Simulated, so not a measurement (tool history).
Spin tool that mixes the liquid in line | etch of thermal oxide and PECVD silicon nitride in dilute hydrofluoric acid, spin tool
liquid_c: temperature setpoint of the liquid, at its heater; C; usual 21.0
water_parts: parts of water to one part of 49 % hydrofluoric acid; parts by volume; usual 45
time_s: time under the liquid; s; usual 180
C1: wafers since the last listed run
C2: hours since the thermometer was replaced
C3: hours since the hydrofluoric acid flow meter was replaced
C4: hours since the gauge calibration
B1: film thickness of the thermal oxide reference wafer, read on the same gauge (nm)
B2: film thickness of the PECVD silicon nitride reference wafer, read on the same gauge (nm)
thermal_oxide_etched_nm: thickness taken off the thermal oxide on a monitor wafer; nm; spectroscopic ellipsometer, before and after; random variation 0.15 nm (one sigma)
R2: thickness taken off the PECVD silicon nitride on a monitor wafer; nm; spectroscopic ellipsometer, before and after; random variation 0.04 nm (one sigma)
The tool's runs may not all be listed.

{"run": 1, "day": 0.0, "liquid_c": 21.0, "water_parts": 45, "time_s": 180, "C1": 0, "C2": 193.6, "C3": 576.8, "C4": 2892.2, "B1": 109.71, "B2": 87.78, "thermal_oxide_etched_nm": 20.1, "R2": 13.8}
{"run": 2, "day": 4.396, "liquid_c": 21.0, "water_parts": 45, "time_s": 225, "C1": 435, "C2": 299.1, "C3": 682.3, "C4": 2997.7, "B1": 109.78, "B2": 87.85, "thermal_oxide_etched_nm": 25.1, "R2": 17.19}
{"run": 3, "day": 7.292, "liquid_c": 21.0, "water_parts": 45, "time_s": 225, "C1": 286, "C2": 368.6, "C3": 751.8, "C4": 3067.2, "B1": 109.81, "B2": 87.85, "thermal_oxide_etched_nm": 25.12, "R2": 17.13}
{"run": 4, "day": 11.079, "liquid_c": 21.0, "water_parts": 45, "time_s": 225, "C1": 374, "C2": 459.5, "C3": 842.7, "C4": 3158.1, "B1": 109.89, "B2": 87.92, "thermal_oxide_etched_nm": 25.15, "R2": 17.33}
{"run": 5, "day": 13.879, "liquid_c": 24.0, "water_parts": 55, "time_s": 80, "C1": 277, "C2": 526.7, "C3": 909.9, "C4": 3225.3, "B1": 109.93, "B2": 87.95, "thermal_oxide_etched_nm": 8.26, "R2": 6.21}
{"run": 6, "day": 16.533, "liquid_c": 19.0, "water_parts": 45, "time_s": 140, "C1": 262, "C2": 590.4, "C3": 973.6, "C4": 3289.0, "B1": 109.96, "B2": 87.99, "thermal_oxide_etched_nm": 14.22, "R2": 9.27}
{"run": 7, "day": 20.183, "liquid_c": 17.0, "water_parts": 45, "time_s": 180, "C1": 361, "C2": 678.0, "C3": 1061.2, "C4": 3376.6, "B1": 110.01, "B2": 88.01, "thermal_oxide_etched_nm": 16.76, "R2": 10.43}
{"run": 8, "day": 23.242, "liquid_c": 21.0, "water_parts": 45, "time_s": 230, "C1": 302, "C2": 751.4, "C3": 1134.6, "C4": 3450.0, "B1": 110.07, "B2": 88.07, "thermal_oxide_etched_nm": 26.07, "R2": 17.59}
{"day": 24.242, "done": "hydrofluoric acid flow meter replaced"}
{"run": 9, "day": 25.508, "liquid_c": 21.0, "water_parts": 45, "time_s": 135, "C1": 220, "C2": 805.8, "C3": 30.4, "C4": 3504.4, "B1": 110.07, "B2": 88.04, "thermal_oxide_etched_nm": 15.1, "R2": 10.37}
{"run": 10, "day": 27.8, "liquid_c": 21.0, "water_parts": 55, "time_s": 95, "C1": 226, "C2": 860.8, "C3": 85.4, "C4": 3559.4, "B1": 110.09, "B2": 88.09, "thermal_oxide_etched_nm": 8.54, "R2": 5.96}
{"run": 11, "day": 30.546, "liquid_c": 18.0, "water_parts": 60, "time_s": 180, "C1": 271, "C2": 926.7, "C3": 151.3, "C4": 3625.3, "B1": 110.14, "B2": 88.11, "thermal_oxide_etched_nm": 12.81, "R2": 8.46}
{"run": 12, "day": 33.146, "liquid_c": 21.0, "water_parts": 45, "time_s": 180, "C1": 257, "C2": 989.1, "C3": 213.7, "C4": 3687.7, "B1": 110.18, "B2": 88.14, "thermal_oxide_etched_nm": 20.1, "R2": 13.82}
{"run": 13, "day": 35.325, "liquid_c": 17.0, "water_parts": 45, "time_s": 95, "C1": 215, "C2": 1041.4, "C3": 266.0, "C4": 3740.0, "B1": 110.2, "B2": 88.14, "thermal_oxide_etched_nm": 8.95, "R2": 5.52}
{"run": 14, "day": 37.392, "liquid_c": 21.0, "water_parts": 45, "time_s": 180, "C1": 204, "C2": 1091.0, "C3": 315.6, "C4": 3789.6, "B1": 110.21, "B2": 88.17, "thermal_oxide_etched_nm": 20.16, "R2": 13.8}
{"run": 15, "day": 39.867, "liquid_c": 21.0, "water_parts": 50, "time_s": 180, "C1": 245, "C2": 1150.4, "C3": 375.0, "C4": 3849.0, "B1": 110.23, "B2": 88.23, "thermal_oxide_etched_nm": 17.85, "R2": 12.44}
{"day": 40.058, "done": "gauge calibrated"}
{"run": 16, "day": 42.688, "liquid_c": 17.0, "water_parts": 45, "time_s": 100, "C1": 279, "C2": 1218.1, "C3": 442.7, "C4": 63.1, "B1": 101.06, "B2": 80.89, "thermal_oxide_etched_nm": 8.7, "R2": 5.32}
{"run": 17, "day": 46.667, "liquid_c": 21.0, "water_parts": 45, "time_s": 180, "C1": 393, "C2": 1313.6, "C3": 538.2, "C4": 158.6, "B1": 101.67, "B2": 81.34, "thermal_oxide_etched_nm": 18.91, "R2": 12.72}
{"run": 18, "day": 50.708, "liquid_c": 21.0, "water_parts": 60, "time_s": 180, "C1": 400, "C2": 1410.6, "C3": 635.2, "C4": 255.6, "B1": 102.26, "B2": 81.78, "thermal_oxide_etched_nm": 13.58, "R2": 9.68}
{"run": 19, "day": 54.625, "liquid_c": 21.0, "water_parts": 45, "time_s": 130, "C1": 387, "C2": 1504.6, "C3": 729.2, "C4": 349.6, "B1": 102.75, "B2": 82.22, "thermal_oxide_etched_nm": 13.47, "R2": 9.28}
{"run": 20, "day": 58.462, "liquid_c": 21.0, "water_parts": 35, "time_s": 180, "C1": 379, "C2": 1596.7, "C3": 821.3, "C4": 441.7, "B1": 103.26, "B2": 82.61, "thermal_oxide_etched_nm": 24.43, "R2": 16.52}
{"run": 21, "day": 62.954, "liquid_c": 23.0, "water_parts": 65, "time_s": 180, "C1": 444, "C2": 1704.5, "C3": 929.1, "C4": 549.5, "B1": 103.77, "B2": 83.01, "thermal_oxide_etched_nm": 13.97, "R2": 10.32}
{"day": 63.575, "done": "hydrofluoric acid flow meter replaced"}
{"run": 22, "day": 66.721, "liquid_c": 21.0, "water_parts": 45, "time_s": 180, "C1": 368, "C2": 1794.9, "C3": 75.5, "C4": 639.9, "B1": 104.16, "B2": 83.34, "thermal_oxide_etched_nm": 19.04, "R2": 13.09}
{"run": 23, "day": 71.204, "liquid_c": 25.0, "water_parts": 45, "time_s": 95, "C1": 443, "C2": 1902.5, "C3": 183.1, "C4": 747.5, "B1": 104.61, "B2": 83.68, "thermal_oxide_etched_nm": 11.87, "R2": 9.11}
{"run": 24, "day": 74.254, "liquid_c": 21.0, "water_parts": 45, "time_s": 180, "C1": 301, "C2": 1975.7, "C3": 256.3, "C4": 820.7, "B1": 104.91, "B2": 83.92, "thermal_oxide_etched_nm": 19.15, "R2": 13.18}
{"day": 75.154, "done": "thermometer replaced"}
{"run": 25, "day": 77.9, "liquid_c": 21.0, "water_parts": 45, "time_s": 180, "C1": 356, "C2": 65.9, "C3": 343.8, "C4": 908.2, "B1": 105.22, "B2": 84.15, "thermal_oxide_etched_nm": 19.28, "R2": 13.21}
{"run": 26, "day": 82.279, "liquid_c": 21.0, "water_parts": 40, "time_s": 180, "C1": 433, "C2": 171.0, "C3": 448.9, "C4": 1013.3, "B1": 105.58, "B2": 84.45, "thermal_oxide_etched_nm": 21.87, "R2": 14.84}

The tool's hidden state at each run:
liquid colder than its thermometer reads (K): 0 in every run
hydrofluoric acid flow above the setpoint (%): 0 in every run
H1: gauge reads high (%)
run=1 H1=9.7
run=2 H1=9.78
run=3 H1=9.83
run=4 H1=9.89
run=5 H1=9.93
run=6 H1=9.97
run=7 H1=10
run=8 H1=10.1
run=9 H1=10.1
run=10 H1=10.1
run=11 H1=10.1
run=12 H1=10.2
run=13 H1=10.2
run=14 H1=10.2
run=15 H1=10.2
run=16 H1=1.06
run=17 H1=1.67
run=18 H1=2.25
run=19 H1=2.77
run=20 H1=3.25
run=21 H1=3.77
run=22 H1=4.17
run=23 H1=4.62
run=24 H1=4.9
run=25 H1=5.22
run=26 H1=5.57

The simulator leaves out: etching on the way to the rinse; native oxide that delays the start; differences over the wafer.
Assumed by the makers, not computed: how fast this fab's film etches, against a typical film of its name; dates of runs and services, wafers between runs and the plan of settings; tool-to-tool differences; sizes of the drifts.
